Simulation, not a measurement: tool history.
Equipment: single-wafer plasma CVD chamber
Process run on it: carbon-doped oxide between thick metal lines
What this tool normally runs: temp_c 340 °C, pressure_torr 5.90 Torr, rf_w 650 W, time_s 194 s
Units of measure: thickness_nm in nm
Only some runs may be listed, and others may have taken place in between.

| run | day | temp_c | pressure_torr | rf_w | time_s | read-back reference wafer on the same gauge, thickness_nm | thickness_nm |
|---|---|---|---|---|---|---|---|
| 1 | 0.000 | 340 | 5.90 | 650 | 194 | 1360.154 | 1203.431 |
| 2 | 0.712 | 340 | 5.90 | 650 | 194 | 1359.496 | 1203.955 |
| 3 | 1.238 | 340 | 5.90 | 650 | 194 | 1359.521 | 1194.983 |
| 4 | 1.496 | 340 | 5.90 | 650 | 194 | 1360.487 | 1199.266 |
| 5 | 1.792 | 340 | 5.90 | 650 | 194 | 1359.744 | 1196.974 |
| 6 | 2.250 | 340 | 5.90 | 650 | 194 | 1359.744 | 1200.587 |
| 7 | 2.729 | 340 | 5.90 | 650 | 194 | 1360.993 | 1196.371 |
|  | 4.171 | thermocouple changed; heater temperature recalibrated |
|  | 4.929 | RF generator calibrated |
| 8 | 4.950 | 340 | 5.90 | 650 | 194 | 1361.120 | 1295.852 |
| 9 | 5.067 | 340 | 5.90 | 650 | 183 | 1359.818 | 1222.484 |
|  | 5.458 | capacitance manometer re-zeroed and calibrated |
| 10 | 5.750 | 340 | 5.90 | 650 | 183 | 1360.354 | 1228.930 |
| 11 | 6.488 | 345 | 5.90 | 700 | 179 | 1359.733 | 1265.483 |
| 12 | 7.142 | 349 | 7.02 | 545 | 166 | 1358.837 | 917.613 |
|  | 7.517 | showerhead replaced |
| 13 | 7.538 | 332 | 5.90 | 650 | 194 | 1360.842 | 1331.490 |
| 14 | 8.038 | 347 | 5.90 | 650 | 167 | 1359.309 | 1096.106 |
|  | 8.133 | gauge calibrated |
| 15 | 8.762 | 352 | 4.46 | 600 | 194 | 1360.401 | 1123.764 |
| 16 | 9.504 | 340 | 5.90 | 650 | 194 | 1359.527 | 1294.755 |
| 17 | 9.850 | 340 | 6.86 | 745 | 194 | 1360.143 | 1482.716 |
| 18 | 10.229 | 340 | 5.90 | 650 | 194 | 1359.935 | 1294.661 |
| 19 | 10.900 | 340 | 5.90 | 650 | 194 | 1360.783 | 1294.535 |
| 20 | 11.162 | 331 | 5.90 | 650 | 169 | 1359.079 | 1156.489 |
| 21 | 11.567 | 347 | 5.90 | 650 | 212 | 1359.889 | 1391.177 |

Below are 4 alternative next runs, each starting from the tool's condition after run 21. Predict each:
| A | 11.588 | 340 | 5.90 | 650 | 194 | ? | ? |
| B | 11.588 | 328 | 5.90 | 650 | 174 | ? | ? |
| C | 11.588 | 350 | 4.68 | 650 | 194 | ? | ? |
| D | 11.588 | 344 | 6.74 | 715 | 182 | ? | ? |

| run | read-back reference wafer on the same gauge, thickness_nm | thickness_nm |
|---|---|---|
| A | 1360.136 | 1290.879 |
| B | 1360.136 | 1195.539 |
| C | 1360.136 | 1226.919 |
| D | 1360.136 | 1325.366 |
Without the tool's unlogged condition, the same runs would have read:
| run | thickness_nm |
|---|---|
| A | 1296.651 |
| B | 1200.885 |
| C | 1232.405 |
| D | 1331.123 |

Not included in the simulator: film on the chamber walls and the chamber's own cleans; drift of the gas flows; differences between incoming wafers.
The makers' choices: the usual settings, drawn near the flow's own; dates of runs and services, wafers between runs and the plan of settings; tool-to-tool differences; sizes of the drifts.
